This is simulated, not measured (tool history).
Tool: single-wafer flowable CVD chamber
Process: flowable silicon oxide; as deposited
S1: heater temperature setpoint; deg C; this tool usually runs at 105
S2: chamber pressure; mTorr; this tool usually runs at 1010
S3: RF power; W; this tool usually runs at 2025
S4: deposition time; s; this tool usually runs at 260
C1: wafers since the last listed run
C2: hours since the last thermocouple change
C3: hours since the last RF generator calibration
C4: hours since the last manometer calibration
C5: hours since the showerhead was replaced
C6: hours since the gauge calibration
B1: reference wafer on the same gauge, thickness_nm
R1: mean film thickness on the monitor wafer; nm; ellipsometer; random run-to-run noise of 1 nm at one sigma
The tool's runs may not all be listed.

run	hour	S1	S2	S3	S4	C1	C2	C3	C4	C5	C6	B1	R1
1	0	105	1010	2025	260	0	2002.8	606.8	66.5	3980.5	905.7	146.78	169.126
2	18.4	105	1010	2025	260	103	2021.2	625.2	84.9	3998.9	924.1	146.929	169.505
3	108.4	105	1010	2025	260	506	2111.2	715.2	174.9	4088.9	1014.1	147.12	170.169
# hour 133.6: thermocouple changed; heater temperature recalibrated
4	134.1	105	1240	2025	231	99	0.5	740.9	200.6	4114.6	1039.8	147.126	196.439
5	206.8	105	1010	2025	260	408	73.2	813.6	273.3	4187.3	1112.5	147.074	180.618
6	230.9	105	830	2335	221	135	97.3	837.7	297.4	4211.4	1136.6	146.981	128.33
# hour 244: gauge calibrated
# hour 263.5: showerhead replaced
# hour 266.5: RF generator calibrated
7	272.8	105	1260	1690	260	174	139.2	6.3	339.3	9.3	28.8	146.825	213.747
8	298.5	105	840	2025	260	144	164.9	32	365	35	54.5	147.059	149.614
9	322.2	105	1010	2025	260	133	188.6	55.7	388.7	58.7	78.2	146.93	180.227
10	342.4	96	1160	2245	222	113	208.8	75.9	408.9	78.9	98.4	146.83	229.212
11	374.6	105	1010	2025	260	181	241	108.1	441.1	111.1	130.6	146.893	181.221
12	389.6	94	1010	2025	304	84	256	123.1	456.1	126.1	145.6	146.967	291.52
13	423.3	110	1010	2025	293	189	289.7	156.8	489.8	159.8	179.3	146.97	175.721
14	453.1	105	1010	2025	260	167	319.5	186.6	519.6	189.6	209.1	146.62	177.963
15	479.6	111	890	2390	232	149	346	213.1	546.1	216.1	235.6	147.265	120.451
16	509.6	105	1010	2255	225	168	376	243.1	576.1	246.1	265.6	146.991	156.663
17	545.6	117	780	2390	235	202	412	279.1	612.1	282.1	301.6	146.844	92.049
18	570.5	111	1090	1900	218	140	436.9	304	637	307	326.5	147.11	135.186
19	605.6	96	1010	2025	260	197	472	339.1	672.1	342.1	361.6	147.002	232.058
20	635.3	105	1010	2025	260	167	501.7	368.8	701.8	371.8	391.3	146.846	177.691
21	666.3	105	1010	2025	260	174	532.7	399.8	732.8	402.8	422.3	147.03	177.05
22	680.6	105	1080	2025	260	80	547	414.1	747.1	417.1	436.6	147.084	189.267
23	715.8	105	1010	2025	311	197	582.2	449.3	782.3	452.3	471.8	146.836	212.556
24	733.7	105	1010	2025	260	100	600.1	467.2	800.2	470.2	489.7	146.92	179.288
25	763	112	1150	2325	260	164	629.4	496.5	829.5	499.5	519	147.104	166.588
26	787.5	115	790	2025	218	137	653.9	521	854	524	543.5	146.855	89.462
27	804.5	105	1010	2025	260	95	670.9	538	871	541	560.5	146.847	178.555

Here are 5 independent what-if runs from the current tool condition. What would each one return?
A	805	116	1010	2025	260	2	671.4	538.5	871.5	541.5	561	?	?
B	805	118	840	1825	280	2	671.4	538.5	871.5	541.5	561	?	?
C	805	105	860	2025	299	2	671.4	538.5	871.5	541.5	561	?	?
D	805	114	1010	2235	260	2	671.4	538.5	871.5	541.5	561	?	?
E	805	105	1140	1830	260	2	671.4	538.5	871.5	541.5	561	?	?

run	B1	R1
A	146.88	130.122
B	146.88	109.144
C	146.88	173.723
D	146.88	139.275
E	146.88	194.556
With no hidden state in the tool, these same runs would have given:
run	R1
A	130.837
B	109.472
C	175.206
D	140.11
E	197.08

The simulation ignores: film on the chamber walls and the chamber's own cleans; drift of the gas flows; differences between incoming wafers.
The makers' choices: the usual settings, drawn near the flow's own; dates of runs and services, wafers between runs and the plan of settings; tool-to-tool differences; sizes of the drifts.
